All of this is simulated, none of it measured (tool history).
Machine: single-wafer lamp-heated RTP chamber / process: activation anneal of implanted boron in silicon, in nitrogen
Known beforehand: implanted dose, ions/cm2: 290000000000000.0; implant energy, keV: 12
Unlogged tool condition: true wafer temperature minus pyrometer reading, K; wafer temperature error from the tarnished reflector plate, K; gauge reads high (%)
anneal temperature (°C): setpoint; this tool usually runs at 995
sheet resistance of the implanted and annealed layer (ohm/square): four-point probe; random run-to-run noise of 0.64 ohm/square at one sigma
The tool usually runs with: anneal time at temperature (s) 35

| run | day | anneal temperature (°C) | anneal time at temperature (s) | wafers since the last listed run | wafers since the last pyrometer calibration | wafers since the reflector plate was cleaned | hours since the gauge calibration | read-back reference wafer on the same gauge, sheet resistance | sheet resistance of the implanted and annealed layer (ohm/square) |
|---|---|---|---|---|---|---|---|---|---|
| 1 | 0.000 | 995 | 35 | 0 | 649 | 1977 | 175.8 | 397.91 | 374.35 |
| 2 | 1.125 | 995 | 35 | 389 | 1039 | 2366 | 202.8 | 398.01 | 374.72 |
| 3 | 5.421 | 981 | 35 | 1486 | 2525 | 3853 | 305.9 | 398.01 | 376.88 |
| 4 | 6.892 | 981 | 35 | 509 | 3035 | 4362 | 341.2 | 397.96 | 377.82 |
| 5 | 8.233 | 995 | 46 | 464 | 3499 | 4826 | 373.4 | 397.96 | 372.86 |
| 6 | 9.483 | 995 | 46 | 432 | 3931 | 5259 | 403.4 | 397.97 | 371.80 |
| 7 | 10.958 | 995 | 43 | 510 | 4442 | 5769 | 438.8 | 397.88 | 371.95 |
|  | 11.721 | pyrometer window cleaned and pyrometer calibrated |
| 8 | 11.742 | 995 | 39 | 155 | 7 | 5925 | 457.6 | 398.02 | 372.62 |
| 9 | 12.450 | 1004 | 35 | 245 | 252 | 6170 | 474.6 | 397.96 | 371.81 |
| 10 | 13.204 | 1004 | 35 | 261 | 513 | 6431 | 492.7 | 397.97 | 371.80 |
|  | 13.267 | gauge calibrated |
| 11 | 14.596 | 1004 | 35 | 481 | 995 | 6913 | 31.9 | 398.12 | 371.89 |
| 12 | 15.992 | 995 | 17 | 483 | 1478 | 7396 | 65.4 | 397.89 | 376.72 |
| 13 | 17.196 | 995 | 35 | 416 | 1895 | 7813 | 94.3 | 397.94 | 372.71 |
|  | 19.483 | reflector plate cleaned |
| 14 | 20.896 | 1003 | 35 | 1165 | 3060 | 489 | 183.1 | 398.14 | 373.44 |
| 15 | 21.708 | 1022 | 50 | 281 | 3341 | 770 | 202.6 | 398.04 | 366.90 |
| 16 | 22.467 | 1008 | 17 | 262 | 3604 | 1032 | 220.8 | 398.08 | 373.94 |
| 17 | 23.367 | 995 | 35 | 311 | 3915 | 1344 | 242.4 | 398.01 | 374.28 |
| 18 | 24.358 | 1010 | 28 | 343 | 4258 | 1687 | 266.2 | 397.89 | 372.35 |
| 19 | 25.183 | 995 | 35 | 285 | 4544 | 1973 | 286.0 | 397.99 | 374.33 |
|  | 26.350 | pyrometer window cleaned and pyrometer calibrated |
| 20 | 26.371 | 981 | 25 | 295 | 7 | 2268 | 314.5 | 398.23 | 380.21 |
| 21 | 27.592 | 1015 | 23 | 422 | 429 | 2691 | 343.8 | 397.92 | 371.23 |
| 22 | 28.154 | 995 | 35 | 194 | 624 | 2885 | 357.3 | 398.09 | 374.57 |
| 23 | 28.725 | 987 | 29 | 197 | 821 | 3083 | 371.0 | 398.16 | 377.95 |

Consider 3 possible next runs. They are alternatives, not a sequence: every one starts from the tool as it was left by run 23. What does each give?
| A | 28.742 | 995 | 35 | 5 | 827 | 3089 | 371.4 | ? | ? |
| B | 28.742 | 1005 | 21 | 5 | 827 | 3089 | 371.4 | ? | ? |
| C | 28.742 | 1010 | 35 | 5 | 827 | 3089 | 371.4 | ? | ? |

| run | read-back reference wafer on the same gauge, sheet resistance | sheet resistance of the implanted and annealed layer (ohm/square) |
|---|---|---|
| A | 397.80 | 372.49 |
| B | 397.80 | 372.22 |
| C | 397.80 | 369.57 |
Take away the tool's hidden state, keep each run's random variation, and the runs would have read:
| run | sheet resistance of the implanted and annealed layer (ohm/square) |
|---|---|
| A | 374.20 |
| B | 373.42 |
| C | 370.46 |
